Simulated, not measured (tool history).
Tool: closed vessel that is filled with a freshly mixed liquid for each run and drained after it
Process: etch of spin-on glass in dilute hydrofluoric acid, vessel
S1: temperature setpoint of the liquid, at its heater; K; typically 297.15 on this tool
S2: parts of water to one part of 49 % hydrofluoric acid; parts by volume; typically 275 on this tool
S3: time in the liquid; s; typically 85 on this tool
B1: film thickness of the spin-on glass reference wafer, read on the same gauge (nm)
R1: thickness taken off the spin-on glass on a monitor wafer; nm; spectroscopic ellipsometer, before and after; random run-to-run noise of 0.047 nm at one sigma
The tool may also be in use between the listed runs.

| run | hour | S1 | S2 | S3 | B1 | R1 |
|---|---|---|---|---|---|---|
| 1 | 0.0 | 297.15 | 275 | 85 | 50.00 | 14.69 |
| 2 | 57.4 | 297.15 | 275 | 85 | 50.07 | 14.60 |
| 3 | 105.0 | 297.15 | 190 | 85 | 50.01 | 23.11 |
| 4 | 144.3 | 297.15 | 190 | 85 | 49.95 | 23.22 |
| 5 | 192.5 | 297.15 | 190 | 85 | 50.07 | 23.17 |
| 6 | 260.8 | 297.15 | 275 | 105 | 49.98 | 18.13 |
| 7 | 445.5 | 297.15 | 275 | 105 | 50.04 | 18.38 |
| 8 | 497.2 | 293.65 | 275 | 85 | 50.04 | 12.99 |
|  | 591.9 | hydrofluoric acid flow meter replaced |
| 9 | 712.5 | 293.65 | 275 | 85 | 50.02 | 12.49 |
| 10 | 774.0 | 295.65 | 275 | 85 | 49.96 | 13.55 |
| 11 | 817.8 | 295.65 | 275 | 85 | 50.04 | 13.41 |
| 12 | 853.7 | 297.15 | 275 | 85 | 50.03 | 14.27 |
| 13 | 879.0 | 297.15 | 275 | 65 | 49.99 | 10.92 |
| 14 | 903.5 | 297.15 | 275 | 65 | 50.01 | 10.93 |
| 15 | 948.1 | 297.15 | 275 | 65 | 49.96 | 10.91 |
|  | 966.2 | gauge calibrated |
|  | 993.0 | thermometer replaced |
| 16 | 998.8 | 293.15 | 145 | 40 | 49.98 | 12.54 |
| 17 | 1029.5 | 297.15 | 275 | 70 | 50.03 | 11.77 |
| 18 | 1096.2 | 297.15 | 275 | 85 | 50.02 | 14.36 |
| 19 | 1144.3 | 297.15 | 235 | 85 | 49.96 | 17.43 |
| 20 | 1203.1 | 293.15 | 275 | 85 | 49.98 | 12.40 |
| 21 | 1273.0 | 294.65 | 230 | 85 | 49.94 | 16.36 |
| 22 | 1326.7 | 297.15 | 360 | 85 | 49.99 | 10.14 |
| 23 | 1389.3 | 297.15 | 275 | 50 | 50.04 | 8.44 |
| 24 | 1415.3 | 300.65 | 355 | 45 | 49.98 | 6.15 |
| 25 | 1477.6 | 300.15 | 350 | 85 | 50.03 | 11.64 |
| 26 | 1536.7 | 297.15 | 275 | 85 | 49.99 | 14.49 |
| 27 | 1569.5 | 297.15 | 275 | 85 | 50.00 | 14.37 |
| 28 | 1628.6 | 293.15 | 170 | 105 | 50.00 | 27.51 |
| 29 | 1659.8 | 295.65 | 275 | 105 | 50.01 | 16.81 |
| 30 | 1721.2 | 297.15 | 275 | 45 | 49.99 | 7.63 |

List, for all runs, the conditions of the tool that the log does not record:
liquid colder than its thermometer reads (K): 0 across all the runs
gauge reads high (%): 0 across all the runs
H1: hydrofluoric acid flow above the setpoint (%)
| run | H1 |
|---|---|
| 1 | 2.81 |
| 2 | 2.88 |
| 3 | 2.95 |
| 4 | 3 |
| 5 | 3.07 |
| 6 | 3.16 |
| 7 | 3.41 |
| 8 | 3.48 |
| 9 | 0.375 |
| 10 | 0.459 |
| 11 | 0.518 |
| 12 | 0.566 |
| 13 | 0.601 |
| 14 | 0.634 |
| 15 | 0.694 |
| 16 | 0.763 |
| 17 | 0.804 |
| 18 | 0.894 |
| 19 | 0.96 |
| 20 | 1.04 |
| 21 | 1.13 |
| 22 | 1.21 |
| 23 | 1.29 |
| 24 | 1.33 |
| 25 | 1.41 |
| 26 | 1.49 |
| 27 | 1.53 |
| 28 | 1.61 |
| 29 | 1.66 |
| 30 | 1.74 |

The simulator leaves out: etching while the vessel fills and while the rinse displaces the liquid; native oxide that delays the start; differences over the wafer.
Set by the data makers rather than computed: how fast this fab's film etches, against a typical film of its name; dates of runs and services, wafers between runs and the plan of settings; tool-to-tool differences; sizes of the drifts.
